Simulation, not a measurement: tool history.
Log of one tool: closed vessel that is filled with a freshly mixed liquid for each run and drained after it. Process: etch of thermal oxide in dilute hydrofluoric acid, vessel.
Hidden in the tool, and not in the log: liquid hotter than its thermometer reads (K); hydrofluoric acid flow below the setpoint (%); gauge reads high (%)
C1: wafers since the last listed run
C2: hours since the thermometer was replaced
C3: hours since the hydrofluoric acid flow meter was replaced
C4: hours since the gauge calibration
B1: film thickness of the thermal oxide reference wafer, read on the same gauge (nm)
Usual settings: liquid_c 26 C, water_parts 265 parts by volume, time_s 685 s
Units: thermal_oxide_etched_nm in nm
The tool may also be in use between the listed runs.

{"run": 1, "hour": 0.0, "liquid_c": 26, "water_parts": 265, "time_s": 685, "C1": 0, "C2": 2138.6, "C3": 1093.9, "C4": 52.6, "B1": 140, "thermal_oxide_etched_nm": 8.93}
{"run": 2, "hour": 9.5, "liquid_c": 26, "water_parts": 265, "time_s": 685, "C1": 410, "C2": 2148.1, "C3": 1103.4, "C4": 62.1, "B1": 140, "thermal_oxide_etched_nm": 8.89}
{"run": 3, "hour": 16.6, "liquid_c": 26, "water_parts": 265, "time_s": 685, "C1": 307, "C2": 2155.2, "C3": 1110.5, "C4": 69.2, "B1": 139.99, "thermal_oxide_etched_nm": 8.95}
{"run": 4, "hour": 32.5, "liquid_c": 26, "water_parts": 200, "time_s": 685, "C1": 687, "C2": 2171.1, "C3": 1126.4, "C4": 85.1, "B1": 140, "thermal_oxide_etched_nm": 12.79}
{"run": 5, "hour": 43.0, "liquid_c": 27.5, "water_parts": 225, "time_s": 685, "C1": 454, "C2": 2181.6, "C3": 1136.9, "C4": 95.6, "B1": 140, "thermal_oxide_etched_nm": 11.61}
{"run": 6, "hour": 69.2, "liquid_c": 26, "water_parts": 265, "time_s": 685, "C1": 1133, "C2": 2207.8, "C3": 1163.1, "C4": 121.8, "B1": 140.01, "thermal_oxide_etched_nm": 8.94}
{"hour": 71.4, "done": "gauge calibrated"}
{"run": 7, "hour": 76.0, "liquid_c": 26, "water_parts": 265, "time_s": 685, "C1": 294, "C2": 2214.6, "C3": 1169.9, "C4": 4.6, "B1": 140.01, "thermal_oxide_etched_nm": 8.92}
{"run": 8, "hour": 88.4, "liquid_c": 26, "water_parts": 265, "time_s": 685, "C1": 536, "C2": 2227, "C3": 1182.3, "C4": 17, "B1": 140, "thermal_oxide_etched_nm": 8.98}
{"run": 9, "hour": 95.9, "liquid_c": 26, "water_parts": 265, "time_s": 280, "C1": 324, "C2": 2234.5, "C3": 1189.8, "C4": 24.5, "B1": 140.01, "thermal_oxide_etched_nm": 3.61}
{"hour": 112.6, "done": "thermometer replaced"}
{"run": 10, "hour": 113.1, "liquid_c": 23, "water_parts": 190, "time_s": 315, "C1": 700, "C2": 0.5, "C3": 1207, "C4": 41.7, "B1": 140, "thermal_oxide_etched_nm": 5.53}
{"run": 11, "hour": 120.4, "liquid_c": 26, "water_parts": 265, "time_s": 685, "C1": 315, "C2": 7.8, "C3": 1214.3, "C4": 49, "B1": 140.01, "thermal_oxide_etched_nm": 8.84}
{"run": 12, "hour": 133.2, "liquid_c": 26, "water_parts": 195, "time_s": 915, "C1": 553, "C2": 20.6, "C3": 1227.1, "C4": 61.8, "B1": 140, "thermal_oxide_etched_nm": 17.25}
{"hour": 144.5, "done": "hydrofluoric acid flow meter replaced"}
{"run": 13, "hour": 145.0, "liquid_c": 23.5, "water_parts": 320, "time_s": 915, "C1": 467, "C2": 32.4, "C3": 0.5, "C4": 73.6, "B1": 139.99, "thermal_oxide_etched_nm": 10.19}
{"run": 14, "hour": 151.2, "liquid_c": 26, "water_parts": 265, "time_s": 685, "C1": 268, "C2": 38.6, "C3": 6.7, "C4": 79.8, "B1": 139.99, "thermal_oxide_etched_nm": 10.67}
{"run": 15, "hour": 167.1, "liquid_c": 26, "water_parts": 145, "time_s": 575, "C1": 687, "C2": 54.5, "C3": 22.6, "C4": 95.7, "B1": 140.01, "thermal_oxide_etched_nm": 18.78}
{"run": 16, "hour": 182.4, "liquid_c": 30, "water_parts": 375, "time_s": 455, "C1": 661, "C2": 69.8, "C3": 37.9, "C4": 111, "B1": 140.02, "thermal_oxide_etched_nm": 5.12}

Forecast each of these 5 alternatives for the next run:
{"run": "A", "hour": 183.2, "liquid_c": 26, "water_parts": 265, "time_s": 685, "C1": 34, "C2": 70.6, "C3": 38.7, "C4": 111.8, "B1": "?", "thermal_oxide_etched_nm": "?"}
{"run": "B", "hour": 183.2, "liquid_c": 23, "water_parts": 150, "time_s": 685, "C1": 34, "C2": 70.6, "C3": 38.7, "C4": 111.8, "B1": "?", "thermal_oxide_etched_nm": "?"}
{"run": "C", "hour": 183.2, "liquid_c": 30.5, "water_parts": 265, "time_s": 440, "C1": 34, "C2": 70.6, "C3": 38.7, "C4": 111.8, "B1": "?", "thermal_oxide_etched_nm": "?"}
{"run": "D", "hour": 183.2, "liquid_c": 29, "water_parts": 185, "time_s": 430, "C1": 34, "C2": 70.6, "C3": 38.7, "C4": 111.8, "B1": "?", "thermal_oxide_etched_nm": "?"}
{"run": "E", "hour": 183.2, "liquid_c": 26, "water_parts": 375, "time_s": 685, "C1": 34, "C2": 70.6, "C3": 38.7, "C4": 111.8, "B1": "?", "thermal_oxide_etched_nm": "?"}

run=A B1=140 thermal_oxide_etched_nm=10.7
run=B B1=140 thermal_oxide_etched_nm=19.19
run=C B1=140 thermal_oxide_etched_nm=7.99
run=D B1=140 thermal_oxide_etched_nm=11.7
run=E B1=140 thermal_oxide_etched_nm=6.77
Without the tool's hidden state the same runs would have given:
run=A thermal_oxide_etched_nm=10.79
run=B thermal_oxide_etched_nm=19.35
run=C thermal_oxide_etched_nm=8.07
run=D thermal_oxide_etched_nm=11.8
run=E thermal_oxide_etched_nm=6.84
